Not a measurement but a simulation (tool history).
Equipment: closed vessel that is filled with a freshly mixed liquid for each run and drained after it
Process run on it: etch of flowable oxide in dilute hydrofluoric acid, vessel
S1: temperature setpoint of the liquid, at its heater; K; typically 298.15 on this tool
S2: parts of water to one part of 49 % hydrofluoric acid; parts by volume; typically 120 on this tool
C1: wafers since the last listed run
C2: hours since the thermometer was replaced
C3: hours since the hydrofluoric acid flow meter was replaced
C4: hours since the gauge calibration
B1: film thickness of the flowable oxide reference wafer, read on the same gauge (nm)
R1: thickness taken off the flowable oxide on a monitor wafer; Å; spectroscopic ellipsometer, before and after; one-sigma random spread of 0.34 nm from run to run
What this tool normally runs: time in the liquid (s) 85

run 1 day=0.000 | S1=298.15 S2=120 time_in_the_liquid_(s)=85 | C1=0 C2=542.2 C3=1257.0 C4=2467.8 | B1=60.02 | R1=369.4
run 2 day=4.458 | S1=298.15 S2=120 time_in_the_liquid_(s)=85 | C1=13148 C2=649.2 C3=1364.0 C4=2574.8 | B1=59.98 | R1=367.5
run 3 day=8.142 | S1=298.15 S2=120 time_in_the_liquid_(s)=85 | C1=10862 C2=737.6 C3=1452.4 C4=2663.2 | B1=60.00 | R1=374.0
-- day=8.429 hydrofluoric acid flow meter replaced
run 4 day=11.250 | S1=298.15 S2=120 time_in_the_liquid_(s)=85 | C1=9044 C2=812.2 C3=67.7 C4=2737.8 | B1=60.02 | R1=384.6
-- day=11.533 thermometer replaced
run 5 day=13.021 | S1=298.15 S2=120 time_in_the_liquid_(s)=85 | C1=5099 C2=35.7 C3=110.2 C4=2780.3 | B1=60.00 | R1=387.7
run 6 day=15.892 | S1=298.15 S2=120 time_in_the_liquid_(s)=85 | C1=8466 C2=104.6 C3=179.1 C4=2849.2 | B1=60.02 | R1=387.0
run 7 day=18.046 | S1=298.15 S2=120 time_in_the_liquid_(s)=85 | C1=6353 C2=156.3 C3=230.8 C4=2900.9 | B1=59.98 | R1=383.7
run 8 day=19.546 | S1=298.15 S2=120 time_in_the_liquid_(s)=85 | C1=4423 C2=192.3 C3=266.8 C4=2936.9 | B1=60.01 | R1=384.8
run 9 day=21.850 | S1=298.15 S2=120 time_in_the_liquid_(s)=85 | C1=6795 C2=247.6 C3=322.1 C4=2992.2 | B1=59.99 | R1=381.2
run 10 day=26.083 | S1=298.15 S2=120 time_in_the_liquid_(s)=85 | C1=12484 C2=349.2 C3=423.7 C4=3093.8 | B1=59.99 | R1=381.7
run 11 day=29.246 | S1=298.15 S2=120 time_in_the_liquid_(s)=85 | C1=9326 C2=425.1 C3=499.6 C4=3169.7 | B1=59.98 | R1=377.8
run 12 day=32.412 | S1=298.15 S2=100 time_in_the_liquid_(s)=85 | C1=9339 C2=501.1 C3=575.6 C4=3245.7 | B1=60.00 | R1=461.3
run 13 day=33.992 | S1=298.15 S2=170 time_in_the_liquid_(s)=85 | C1=4657 C2=539.0 C3=613.5 C4=3283.6 | B1=60.03 | R1=251.9
run 14 day=35.521 | S1=298.15 S2=120 time_in_the_liquid_(s)=85 | C1=4509 C2=575.7 C3=650.2 C4=3320.3 | B1=60.01 | R1=380.7
run 15 day=37.767 | S1=298.15 S2=120 time_in_the_liquid_(s)=85 | C1=6623 C2=629.6 C3=704.1 C4=3374.2 | B1=60.01 | R1=377.2
run 16 day=41.558 | S1=294.15 S2=85 time_in_the_liquid_(s)=115 | C1=11182 C2=720.6 C3=795.1 C4=3465.2 | B1=59.98 | R1=638.5
-- day=44.967 thermometer replaced
run 17 day=45.112 | S1=298.15 S2=120 time_in_the_liquid_(s)=85 | C1=10358 C2=3.5 C3=880.4 C4=3550.5 | B1=60.05 | R1=372.3
run 18 day=47.358 | S1=298.15 S2=80 time_in_the_liquid_(s)=85 | C1=6623 C2=57.4 C3=934.3 C4=3604.4 | B1=60.00 | R1=602.6
-- day=48.654 gauge calibrated
run 19 day=51.088 | S1=298.15 S2=120 time_in_the_liquid_(s)=110 | C1=10997 C2=146.9 C3=1023.8 C4=58.4 | B1=60.01 | R1=488.2
run 20 day=53.825 | S1=298.15 S2=120 time_in_the_liquid_(s)=85 | C1=8073 C2=212.6 C3=1089.5 C4=124.1 | B1=60.01 | R1=378.6
run 21 day=57.825 | S1=298.15 S2=120 time_in_the_liquid_(s)=55 | C1=11796 C2=308.6 C3=1185.5 C4=220.1 | B1=59.98 | R1=242.6
-- day=60.092 hydrofluoric acid flow meter replaced
run 22 day=61.571 | S1=294.65 S2=165 time_in_the_liquid_(s)=100 | C1=10924 C2=398.5 C3=35.5 C4=310.0 | B1=59.98 | R1=272.1
run 23 day=64.846 | S1=303.15 S2=95 time_in_the_liquid_(s)=85 | C1=9658 C2=477.1 C3=114.1 C4=388.6 | B1=60.01 | R1=599.0
run 24 day=67.079 | S1=298.15 S2=75 time_in_the_liquid_(s)=45 | C1=6586 C2=530.7 C3=167.7 C4=442.2 | B1=59.98 | R1=343.0
run 25 day=68.946 | S1=298.15 S2=120 time_in_the_liquid_(s)=110 | C1=5505 C2=575.5 C3=212.5 C4=487.0 | B1=59.97 | R1=497.4
run 26 day=71.746 | S1=293.65 S2=120 time_in_the_liquid_(s)=105 | C1=8257 C2=642.7 C3=279.7 C4=554.2 | B1=60.00 | R1=391.1
run 27 day=73.896 | S1=298.15 S2=75 time_in_the_liquid_(s)=45 | C1=6340 C2=694.3 C3=331.3 C4=605.8 | B1=60.01 | R1=345.6
-- day=75.954 thermometer replaced
run 28 day=77.296 | S1=298.15 S2=175 time_in_the_liquid_(s)=85 | C1=9904 C2=32.2 C3=412.9 C4=687.4 | B1=59.99 | R1=242.6
run 29 day=79.208 | S1=298.15 S2=140 time_in_the_liquid_(s)=85 | C1=5640 C2=78.1 C3=458.8 C4=733.3 | B1=60.00 | R1=316.9
run 30 day=81.192 | S1=298.15 S2=120 time_in_the_liquid_(s)=85 | C1=5849 C2=125.7 C3=506.4 C4=780.9 | B1=59.98 | R1=375.7
run 31 day=88.896 | S1=298.15 S2=120 time_in_the_liquid_(s)=130 | C1=22720 C2=310.6 C3=691.3 C4=965.8 | B1=60.01 | R1=576.9
run 32 day=92.204 | S1=298.15 S2=120 time_in_the_liquid_(s)=85 | C1=9756 C2=390.0 C3=770.7 C4=1045.2 | B1=60.01 | R1=381.6

For each entry between runs, how does the tool's hidden state at the last listed run before it compare with that at the first listed run after it?
Runs 3 to 4: hydrofluoric acid flow meter replaced (day 8.429)
  hydrofluoric acid flow below the setpoint (%): 3.95 -> 0.452
  measured value less the no-hidden-state value, R1: -17.8 -> -2.1 Å
Runs 4 to 5: thermometer replaced (day 11.533)
  hydrofluoric acid flow below the setpoint (%): 0.452 -> 0.562
  measured value less the no-hidden-state value, R1: -2.1 -> -2.5 Å
Runs 16 to 17: thermometer replaced (day 44.967)
  hydrofluoric acid flow below the setpoint (%): 2.33 -> 2.54
  measured value less the no-hidden-state value, R1: -16.7 -> -11.2 Å
Runs 18 to 19: gauge calibrated (day 48.654)
  hydrofluoric acid flow below the setpoint (%): 2.68 -> 2.91
  measured value less the no-hidden-state value, R1: -18.4 -> -16.8 Å
Runs 21 to 22: hydrofluoric acid flow meter replaced (day 60.092)
  hydrofluoric acid flow below the setpoint (%): 3.33 -> 0.539
  measured value less the no-hidden-state value, R1: -9.6 -> -1.7 Å
Runs 27 to 28: thermometer replaced (day 75.954)
  hydrofluoric acid flow below the setpoint (%): 1.3 -> 1.51
  measured value less the no-hidden-state value, R1: -5.1 -> -4.5 Å

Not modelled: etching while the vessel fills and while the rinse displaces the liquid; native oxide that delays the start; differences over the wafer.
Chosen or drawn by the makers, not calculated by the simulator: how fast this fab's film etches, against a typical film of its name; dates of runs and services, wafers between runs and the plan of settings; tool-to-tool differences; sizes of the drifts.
